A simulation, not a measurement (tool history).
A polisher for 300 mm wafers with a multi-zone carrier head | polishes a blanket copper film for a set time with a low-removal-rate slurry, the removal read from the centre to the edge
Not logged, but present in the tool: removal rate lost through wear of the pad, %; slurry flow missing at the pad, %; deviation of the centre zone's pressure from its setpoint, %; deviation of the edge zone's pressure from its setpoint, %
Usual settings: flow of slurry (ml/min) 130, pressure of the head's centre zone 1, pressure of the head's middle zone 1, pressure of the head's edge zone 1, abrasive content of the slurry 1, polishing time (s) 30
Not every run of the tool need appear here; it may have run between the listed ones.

run   hour  flow of slurry (ml/min)  pressure of the head's centre zone  pressure of the head's middle zone  pressure of the head's edge zone  abrasive content of the slurry  polishing time (s)  wafers since the last listed run  wafers polished on this pad  hours since the slurry nozzle was cleaned  hours since the centre zone pressure was calibrated  hours since the edge zone pressure was calibrated  hours since the carrier head's membrane was replaced  incoming thickness of the incoming film, nm  film removed at the wafer's centre (angstrom)  film removed at mid-radius (angstrom)  film removed at the wafer's edge (angstrom)
  1      0                      130                                   1                                   1                                 1                               1                  30                                 0                          332                                      422.5                                                817.7                                              400.8                                                 666.6                                       1546.7                                           1041                                   1034                                         1013
  2   20.8                      130                                   1                                   1                                 1                               1                  30                               216                          548                                      443.3                                                838.5                                              421.6                                                 687.4                                       1556.9                                           1020                                   1012                                          994
      48.1  -- worn pad replaced by a new one
  3   50.4                      130                                   1                                   1                                 1                               1                  30                               266                           24                                      472.9                                                868.1                                              451.2                                                   717                                       1563.7                                           1042                                   1026                                         1040
  4   63.9                      130                                   1                                   1                                 1                               1                  22                               140                          164                                      486.4                                                881.6                                              464.7                                                 730.5                                         1559                                            752                                    747                                          742
  5   86.5                      130                                   1                                   1                                 1                               1                  22                               235                          400                                        509                                                904.2                                              487.3                                                 753.1                                       1546.5                                            746                                    738                                          732
  6  110.2                      130                                   1                                   1                                 1                               1                  30                               246                          646                                      532.7                                                927.9                                                511                                                 776.8                                       1541.5                                           1017                                    981                                          992
  7  136.2                      130                                   1                                   1                                 1                               1                  30                               270                          917                                      558.7                                                953.9                                                537                                                 802.8                                       1519.4                                            980                                    978                                          944
     141.9  -- worn pad replaced by a new one
  8  158.9                      130                                   1                                   1                                 1                               1                  30                               194                          177                                      581.4                                                976.6                                              559.7                                                 825.5                                       1550.5                                           1043                                   1011                                         1012
  9  189.7                      130                                   1                                0.93                                 1                               1                  30                               320                          497                                      612.2                                               1007.4                                              590.5                                                 856.3                                       1551.5                                           1012                                    934                                          985
     206.3  -- edge zone pressure recalibrated
       213  -- slurry nozzle cleaned
     216.9  -- worn pad replaced by a new one
 10  217.4                      130                                   1                                0.93                                 1                               1                  30                               217                            5                                        4.4                                               1035.1                                               11.1                                                   884                                       1559.1                                           1057                                    972                                         1021
 11    236                      130                                0.94                                   1                                 1                               1                  38                               193                          199                                         23                                               1053.7                                               29.7                                                 902.6                                       1539.1                                           1242                                   1318                                         1273
 12  255.5                      130                                0.91                                   1                              0.93                               1                  30                               203                          402                                       42.5                                               1073.2                                               49.2                                                 922.1                                       1571.5                                            945                                   1012                                          971

What will run 13 give?
 13  284.6                      130                                0.91                                   1                              0.93                               1                  26                               302                          705                                       71.6                                               1102.3                                               78.3                                                 951.2                                       1513.9                                              ?                                      ?                                            ?

{"run 13": {"film removed at the wafer's centre (angstrom)": 794, "film removed at mid-radius (angstrom)": 852, "film removed at the wafer's edge (angstrom)": 818}}
Take away the tool's hidden state, keep the run-to-run variation as it was, and the same run would have given film removed at the wafer's centre (angstrom) 838, film removed at mid-radius (angstrom) 898, film removed at the wafer's edge (angstrom) 863.
